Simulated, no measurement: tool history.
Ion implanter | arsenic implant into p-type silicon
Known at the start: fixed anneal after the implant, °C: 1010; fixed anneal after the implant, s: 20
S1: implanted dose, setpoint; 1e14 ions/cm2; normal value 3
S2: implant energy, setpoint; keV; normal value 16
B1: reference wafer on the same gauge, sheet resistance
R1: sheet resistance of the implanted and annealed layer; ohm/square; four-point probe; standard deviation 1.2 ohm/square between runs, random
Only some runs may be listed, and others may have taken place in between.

Run 1, day 0: usual settings; B1 308.77. Result: R1 329.27 ohm/square.
Run 2, day 2.5: usual settings but S1 2.69 1e14 ions/cm2; B1 309.11. Result: R1 358.04 ohm/square.
Run 3, day 4.817: usual settings but S1 2.69 1e14 ions/cm2; B1 308.99. Result: R1 356.87 ohm/square.
Run 4, day 6.9: usual settings; B1 308.87. Result: R1 330.52 ohm/square.
Run 5, day 8.992: usual settings but S1 3.31 1e14 ions/cm2; B1 308.88. Result: R1 306.95 ohm/square.
Run 6, day 10.362: usual settings but S1 3.31 1e14 ions/cm2; B1 308.87. Result: R1 306.96 ohm/square.
Run 7, day 12.992: usual settings but S1 3.31 1e14 ions/cm2; B1 309.02. Result: R1 307.67 ohm/square.
Run 8, day 14.112: usual settings but S1 3.67 1e14 ions/cm2, S2 18.5 keV; B1 308.87. Result: R1 280.75 ohm/square.
Run 9, day 15.925: usual settings but S1 3.47 1e14 ions/cm2; B1 308.99. Result: R1 297.16 ohm/square.
Run 10, day 18.679: usual settings but S1 3.47 1e14 ions/cm2; B1 308.89. Result: R1 298.54 ohm/square.
Run 11, day 21.412: usual settings but S1 3.7 1e14 ions/cm2, S2 12 keV; B1 309.04. Result: R1 292.33 ohm/square.
At day 21.788: Faraday cup replaced and dose calibrated.
Run 12, day 24.292: usual settings but S1 2.27 1e14 ions/cm2, S2 18 keV; B1 308.92. Result: R1 395.93 ohm/square.
At day 24.771: extraction supply calibrated.
Run 13, day 26.45: usual settings; B1 308.89. Result: R1 325.54 ohm/square.
Run 14, day 27.508: usual settings but S1 3.57 1e14 ions/cm2, S2 14.5 keV; B1 308.91. Result: R1 290.21 ohm/square.
At day 27.917: gauge calibrated.
Run 15, day 28.692: usual settings; B1 309.07. Result: R1 323.89 ohm/square.
Run 16, day 33.812: usual settings but S1 2.74 1e14 ions/cm2, S2 21.5 keV; B1 308.86. Result: R1 339.98 ohm/square.
Run 17, day 35.708: usual settings but S1 2.25 1e14 ions/cm2, S2 12.5 keV; B1 309.03. Result: R1 421.09 ohm/square.
Run 18, day 40.979: usual settings but S1 2.44 1e14 ions/cm2; B1 309.05. Result: R1 382.69 ohm/square.
Run 19, day 43.462: usual settings but S1 2.29 1e14 ions/cm2, S2 20 keV; B1 309.14. Result: R1 392.73 ohm/square.
Run 20, day 45.829: usual settings; B1 308.98. Result: R1 327.06 ohm/square.

Predict each of these 4 candidate next runs independently; none follows another, all start after run 20:
Run A, day 45.846: usual settings; B1 ?. Result: R1 ?.
Run B, day 45.846: usual settings but S2 19.5 keV; B1 ?. Result: R1 ?.
Run C, day 45.846: usual settings but S1 2.63 1e14 ions/cm2; B1 ?. Result: R1 ?.
Run D, day 45.846: usual settings but S1 3.75 1e14 ions/cm2; B1 ?. Result: R1 ?.

run     B1      R1
  A  308.9  329.36
  B  308.9  321.57
  C  308.9  363.93
  D  308.9  278.37
Stripped of hidden state, with their random variation kept, the same runs would have yielded:
run      R1
  A  327.41
  B  319.67
  C  361.77
  D  276.74
